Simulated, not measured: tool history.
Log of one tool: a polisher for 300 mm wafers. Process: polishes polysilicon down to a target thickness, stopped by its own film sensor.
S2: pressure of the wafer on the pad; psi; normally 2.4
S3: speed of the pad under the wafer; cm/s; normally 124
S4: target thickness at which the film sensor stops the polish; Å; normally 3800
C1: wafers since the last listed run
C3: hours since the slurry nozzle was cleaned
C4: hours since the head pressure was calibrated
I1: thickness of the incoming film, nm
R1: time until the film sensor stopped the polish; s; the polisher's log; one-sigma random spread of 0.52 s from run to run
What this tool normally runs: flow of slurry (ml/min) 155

run 1 hour=0 | flow_of_slurry_(ml/min)=155 S2=2.4 S3=124 S4=3800 | C1=0 wafers_polished_on_this_pad=2017 C3=66.9 C4=160.8 | I1=801.3 | R1=52.6
run 2 hour=32 | flow_of_slurry_(ml/min)=155 S2=2.4 S3=124 S4=4340 | C1=485 wafers_polished_on_this_pad=2503 C3=98.9 C4=192.8 | I1=808.7 | R1=46.7
run 3 hour=47.2 | flow_of_slurry_(ml/min)=155 S2=2.4 S3=124 S4=4340 | C1=230 wafers_polished_on_this_pad=2734 C3=114.1 C4=208 | I1=800.2 | R1=46.3
run 4 hour=76.3 | flow_of_slurry_(ml/min)=155 S2=2.4 S3=124 S4=3800 | C1=441 wafers_polished_on_this_pad=3176 C3=143.2 C4=237.1 | I1=798.3 | R1=53.9
run 5 hour=95.1 | flow_of_slurry_(ml/min)=155 S2=2.4 S3=132 S4=3800 | C1=285 wafers_polished_on_this_pad=3461 C3=162 C4=255.9 | I1=801.8 | R1=51
-- hour=117.3 worn pad replaced by a new one
run 6 hour=126.2 | flow_of_slurry_(ml/min)=155 S2=2.4 S3=132 S4=3800 | C1=411 wafers_polished_on_this_pad=135 C3=193.1 C4=287 | I1=789.6 | R1=47.2
run 7 hour=140.8 | flow_of_slurry_(ml/min)=155 S2=2.4 S3=124 S4=2880 | C1=221 wafers_polished_on_this_pad=356 C3=207.7 C4=301.6 | I1=798.7 | R1=63.4
run 8 hour=162.9 | flow_of_slurry_(ml/min)=155 S2=2.4 S3=124 S4=2880 | C1=335 wafers_polished_on_this_pad=692 C3=229.8 C4=323.7 | I1=801.1 | R1=62.9
run 9 hour=185.6 | flow_of_slurry_(ml/min)=155 S2=2.4 S3=124 S4=2880 | C1=344 wafers_polished_on_this_pad=1036 C3=252.5 C4=346.4 | I1=783.9 | R1=61.5
run 10 hour=207.9 | flow_of_slurry_(ml/min)=155 S2=2 S3=124 S4=3800 | C1=338 wafers_polished_on_this_pad=1375 C3=274.8 C4=368.7 | I1=791.6 | R1=62.3
run 11 hour=231.5 | flow_of_slurry_(ml/min)=155 S2=2 S3=124 S4=3800 | C1=358 wafers_polished_on_this_pad=1733 C3=298.4 C4=392.3 | I1=806.2 | R1=65.1
run 12 hour=245.9 | flow_of_slurry_(ml/min)=155 S2=2.4 S3=124 S4=3800 | C1=218 wafers_polished_on_this_pad=1951 C3=312.8 C4=406.7 | I1=795.4 | R1=53.9
run 13 hour=345.2 | flow_of_slurry_(ml/min)=170 S2=2.4 S3=96 S4=3350 | C1=1507 wafers_polished_on_this_pad=3458 C3=412.1 C4=506 | I1=800.6 | R1=76.8
run 14 hour=358.2 | flow_of_slurry_(ml/min)=120 S2=2.4 S3=146 S4=3800 | C1=197 wafers_polished_on_this_pad=3656 C3=425.1 C4=519 | I1=802.8 | R1=50.2
run 15 hour=375.2 | flow_of_slurry_(ml/min)=155 S2=2.9 S3=86 S4=3800 | C1=258 wafers_polished_on_this_pad=3914 C3=442.1 C4=536 | I1=792.9 | R1=64
run 16 hour=390.3 | flow_of_slurry_(ml/min)=155 S2=2.9 S3=86 S4=3800 | C1=229 wafers_polished_on_this_pad=4143 C3=457.2 C4=551.1 | I1=789.2 | R1=65.3
-- hour=394.4 worn pad replaced by a new one
run 17 hour=423.3 | flow_of_slurry_(ml/min)=155 S2=2.4 S3=124 S4=3800 | C1=440 wafers_polished_on_this_pad=438 C3=490.2 C4=584.1 | I1=796.7 | R1=53
run 18 hour=442.8 | flow_of_slurry_(ml/min)=155 S2=2.4 S3=152 S4=4600 | C1=295 wafers_polished_on_this_pad=734 C3=509.7 C4=603.6 | I1=793.3 | R1=34.5
-- hour=463.8 slurry nozzle cleaned
run 19 hour=467.8 | flow_of_slurry_(ml/min)=155 S2=2.4 S3=124 S4=3800 | C1=364 wafers_polished_on_this_pad=1099 C3=4 C4=628.6 | I1=799 | R1=50.7
run 20 hour=495.7 | flow_of_slurry_(ml/min)=195 S2=2.4 S3=124 S4=3800 | C1=423 wafers_polished_on_this_pad=1522 C3=31.9 C4=656.5 | I1=807.9 | R1=50.7
run 21 hour=511.6 | flow_of_slurry_(ml/min)=155 S2=2.4 S3=124 S4=4990 | C1=241 wafers_polished_on_this_pad=1763 C3=47.8 C4=672.4 | I1=806.1 | R1=37.7
run 22 hour=539.2 | flow_of_slurry_(ml/min)=155 S2=2.4 S3=124 S4=3800 | C1=418 wafers_polished_on_this_pad=2182 C3=75.4 C4=700 | I1=789.7 | R1=51.1
run 23 hour=555.1 | flow_of_slurry_(ml/min)=155 S2=2.9 S3=96 S4=3060 | C1=241 wafers_polished_on_this_pad=2424 C3=91.3 C4=715.9 | I1=797.6 | R1=66.6
run 24 hour=569.8 | flow_of_slurry_(ml/min)=155 S2=2.4 S3=124 S4=3800 | C1=223 wafers_polished_on_this_pad=2647 C3=106 C4=730.6 | I1=795.8 | R1=52.1
run 25 hour=596 | flow_of_slurry_(ml/min)=190 S2=2.8 S3=152 S4=2400 | C1=397 wafers_polished_on_this_pad=3044 C3=132.2 C4=756.8 | I1=790.7 | R1=48
-- hour=604.8 head pressure recalibrated
run 26 hour=627 | flow_of_slurry_(ml/min)=105 S2=2.7 S3=124 S4=2720 | C1=440 wafers_polished_on_this_pad=3485 C3=163.2 C4=22.2 | I1=806.8 | R1=69.2
-- hour=656.8 worn pad replaced by a new one
run 27 hour=657.3 | flow_of_slurry_(ml/min)=155 S2=2.9 S3=124 S4=3800 | C1=399 wafers_polished_on_this_pad=7 C3=193.5 C4=52.5 | I1=784.8 | R1=42.6
run 28 hour=681.7 | flow_of_slurry_(ml/min)=155 S2=1.8 S3=140 S4=3800 | C1=370 wafers_polished_on_this_pad=377 C3=217.9 C4=76.9 | I1=802.2 | R1=64.2
run 29 hour=703.1 | flow_of_slurry_(ml/min)=135 S2=2.7 S3=90 S4=5160 | C1=324 wafers_polished_on_this_pad=702 C3=239.3 C4=98.3 | I1=803.4 | R1=46.7
run 30 hour=726.8 | flow_of_slurry_(ml/min)=155 S2=2.4 S3=124 S4=3800 | C1=359 wafers_polished_on_this_pad=1062 C3=263 C4=122 | I1=799.7 | R1=53.2
run 31 hour=743.1 | flow_of_slurry_(ml/min)=135 S2=1.8 S3=94 S4=3800 | C1=247 wafers_polished_on_this_pad=1309 C3=279.3 C4=138.3 | I1=799.2 | R1=99.9
run 32 hour=794.7 | flow_of_slurry_(ml/min)=200 S2=1.9 S3=124 S4=2560 | C1=783 wafers_polished_on_this_pad=2092 C3=330.9 C4=189.9 | I1=817.3 | R1=88.3
run 33 hour=814.6 | flow_of_slurry_(ml/min)=155 S2=2.2 S3=138 S4=3800 | C1=302 wafers_polished_on_this_pad=2394 C3=350.8 C4=209.8 | I1=798.1 | R1=55
run 34 hour=830.2 | flow_of_slurry_(ml/min)=155 S2=3.1 S3=124 S4=3800 | C1=236 wafers_polished_on_this_pad=2631 C3=366.4 C4=225.4 | I1=801.6 | R1=44
run 35 hour=863.9 | flow_of_slurry_(ml/min)=155 S2=2.2 S3=166 S4=2790 | C1=511 wafers_polished_on_this_pad=3142 C3=400.1 C4=259.1 | I1=792.5 | R1=55.3
run 36 hour=881.5 | flow_of_slurry_(ml/min)=155 S2=2.4 S3=124 S4=3800 | C1=267 wafers_polished_on_this_pad=3410 C3=417.7 C4=276.7 | I1=807.1 | R1=58
-- hour=965.9 worn pad replaced by a new one
run 37 hour=966.4 | flow_of_slurry_(ml/min)=110 S2=2.9 S3=124 S4=3800 | C1=1227 wafers_polished_on_this_pad=8 C3=502.6 C4=361.6 | I1=790.1 | R1=49.5

What the log doesn't show, run by run:
deviation of the head's pressure from its setpoint, %: 0 on each run
H1: removal rate lost through wear of the pad, %
H2: slurry flow missing at the pad, %
run=1 H1=3.79 H2=9.72
run=2 H1=4.47 H2=13.3
run=3 H1=4.8 H2=14.8
run=4 H1=5.42 H2=17.4
run=5 H1=5.82 H2=18.9
run=6 H1=0.271 H2=21
run=7 H1=0.582 H2=21.9
run=8 H1=1.05 H2=23.2
run=9 H1=1.54 H2=24.4
run=10 H1=2.01 H2=25.4
run=11 H1=2.51 H2=26.3
run=12 H1=2.82 H2=26.9
run=13 H1=4.94 H2=29.6
run=14 H1=5.21 H2=29.9
run=15 H1=5.58 H2=30.2
run=16 H1=5.9 H2=30.5
run=17 H1=1.04 H2=31
run=18 H1=1.46 H2=31.3
run=19 H1=1.99 H2=6.85
run=20 H1=2.58 H2=11.2
run=21 H1=2.92 H2=13.4
run=22 H1=3.51 H2=16.8
run=23 H1=3.85 H2=18.5
run=24 H1=4.16 H2=20.1
run=25 H1=4.72 H2=22.5
run=26 H1=5.38 H2=25
run=27 H1=0.641 H2=27.1
run=28 H1=1.16 H2=28.6
run=29 H1=1.62 H2=29.8
run=30 H1=2.12 H2=30.9
run=31 H1=2.47 H2=31.6
run=32 H1=3.57 H2=33.5
run=33 H1=3.99 H2=34.1
run=34 H1=4.33 H2=34.6
run=35 H1=5.04 H2=35.4
run=36 H1=5.42 H2=35.8
run=37 H1=1.34 H2=37.3
